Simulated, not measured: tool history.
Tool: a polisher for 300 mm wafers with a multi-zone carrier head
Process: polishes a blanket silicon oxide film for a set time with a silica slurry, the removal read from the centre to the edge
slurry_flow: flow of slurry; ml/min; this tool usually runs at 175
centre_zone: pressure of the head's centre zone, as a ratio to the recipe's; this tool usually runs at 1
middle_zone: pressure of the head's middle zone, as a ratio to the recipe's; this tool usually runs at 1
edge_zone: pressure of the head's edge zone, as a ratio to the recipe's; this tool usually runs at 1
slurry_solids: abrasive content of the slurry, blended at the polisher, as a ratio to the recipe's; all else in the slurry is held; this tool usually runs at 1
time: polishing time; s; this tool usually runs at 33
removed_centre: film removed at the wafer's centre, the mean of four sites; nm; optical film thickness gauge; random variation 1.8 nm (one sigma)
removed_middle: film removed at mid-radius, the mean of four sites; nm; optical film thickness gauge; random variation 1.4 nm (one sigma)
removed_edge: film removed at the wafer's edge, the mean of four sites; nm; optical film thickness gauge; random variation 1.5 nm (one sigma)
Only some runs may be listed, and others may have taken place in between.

| run | hour | slurry_flow | centre_zone | middle_zone | edge_zone | slurry_solids | time | incoming thickness of the incoming film, nm | removed_centre | removed_middle | removed_edge |
|---|---|---|---|---|---|---|---|---|---|---|---|
| 1 | 0 | 175 | 1 | 0.93 | 1 | 1 | 33 | 773.7 | 126.3 | 116.2 | 118.7 |
| 2 | 29.9 | 145 | 1 | 1 | 1 | 1 | 28 | 770.8 | 100.1 | 103.8 | 95 |
| 3 | 98.6 | 145 | 1 | 1 | 1 | 1 | 28 | 767.2 | 98.6 | 98.5 | 93.8 |
| 4 | 153.2 | 145 | 1 | 1 | 1 | 1 | 28 | 769.6 | 98.4 | 98.9 | 94.3 |
| 5 | 188.4 | 175 | 1 | 1 | 1 | 1 | 33 | 757.5 | 119.3 | 117.8 | 111.5 |
|  | 199.3 | centre zone pressure recalibrated |
| 6 | 229.3 | 175 | 1 | 1 | 1 | 1 | 33 | 769.5 | 114.8 | 112 | 106.9 |
|  | 233.4 | worn pad replaced by a new one |
|  | 340.7 | slurry nozzle cleaned |
| 7 | 420.6 | 175 | 1 | 1 | 1 | 1 | 33 | 765.6 | 117.1 | 118.1 | 113.4 |
|  | 473.8 | worn pad replaced by a new one |
| 8 | 486.6 | 175 | 1 | 1 | 1 | 1 | 33 | 777.9 | 127.7 | 124.3 | 119.9 |
|  | 503.7 | carrier head's membrane replaced by a new one |
|  | 531.9 | edge zone pressure recalibrated |
| 9 | 544.3 | 175 | 1 | 1 | 1 | 1 | 33 | 777.1 | 126.4 | 124 | 119.1 |
| 10 | 611.1 | 175 | 1 | 1 | 1 | 1 | 33 | 770.6 | 128.7 | 122.9 | 117.3 |
| 11 | 674.9 | 175 | 1 | 1.11 | 1 | 1 | 33 | 767.4 | 121.5 | 128.7 | 111.7 |
|  | 736.9 | worn pad replaced by a new one |
| 12 | 745.7 | 175 | 0.94 | 0.96 | 0.89 | 1 | 33 | 766.3 | 118.2 | 120 | 111.6 |
| 13 | 771.2 | 175 | 1 | 1 | 1 | 1 | 33 | 771.8 | 128.8 | 124.1 | 122.2 |
|  | 786.5 | centre zone pressure recalibrated |
| 14 | 806.9 | 175 | 1 | 1 | 1.08 | 0.75 | 33 | 760 | 110.7 | 112 | 112 |
| 15 | 843.4 | 220 | 1 | 1.04 | 1 | 1.15 | 37 | 782 | 151.3 | 155.1 | 142.4 |
| 16 | 897.9 | 175 | 1 | 1.08 | 1.06 | 1 | 43 | 763.4 | 157.1 | 169.8 | 153.8 |
| 17 | 959.7 | 175 | 0.94 | 1 | 1 | 1 | 33 | 768.1 | 112.9 | 119.4 | 113.1 |
|  | 980.6 | worn pad replaced by a new one |
| 18 | 1030.9 | 175 | 1 | 0.88 | 1.05 | 1 | 33 | 760.6 | 126 | 112.4 | 123.3 |
| 19 | 1059.3 | 155 | 1 | 1.08 | 0.94 | 1 | 23 | 778.2 | 85.4 | 89.6 | 77.6 |
| 20 | 1111.6 | 140 | 1 | 1 | 0.89 | 1 | 33 | 781.5 | 116.8 | 116.6 | 104.2 |
|  | 1114.5 | slurry nozzle cleaned |
| 21 | 1167 | 175 | 1 | 0.95 | 1 | 0.85 | 33 | 779.4 | 115.4 | 107.4 | 109.1 |

For each run, what was the tool's unlogged condition?
slurry flow missing at the pad, %: 0 in every run
deviation of the centre zone's pressure from its setpoint, %: 0 in every run
deviation of the edge zone's pressure from its setpoint, %: 0 in every run
H1: removal rate lost through wear of the pad, %
| run | H1 |
|---|---|
| 1 | 0.541 |
| 2 | 1.04 |
| 3 | 3.01 |
| 4 | 5.4 |
| 5 | 7.34 |
| 6 | 9.97 |
| 7 | 5.39 |
| 8 | 0.498 |
| 9 | 1.09 |
| 10 | 2.81 |
| 11 | 5.47 |
| 12 | 0.901 |
| 13 | 1.04 |
| 14 | 1.5 |
| 15 | 2.29 |
| 16 | 4.09 |
| 17 | 7.02 |
| 18 | 1.36 |
| 19 | 1.81 |
| 20 | 3.16 |
| 21 | 5.33 |
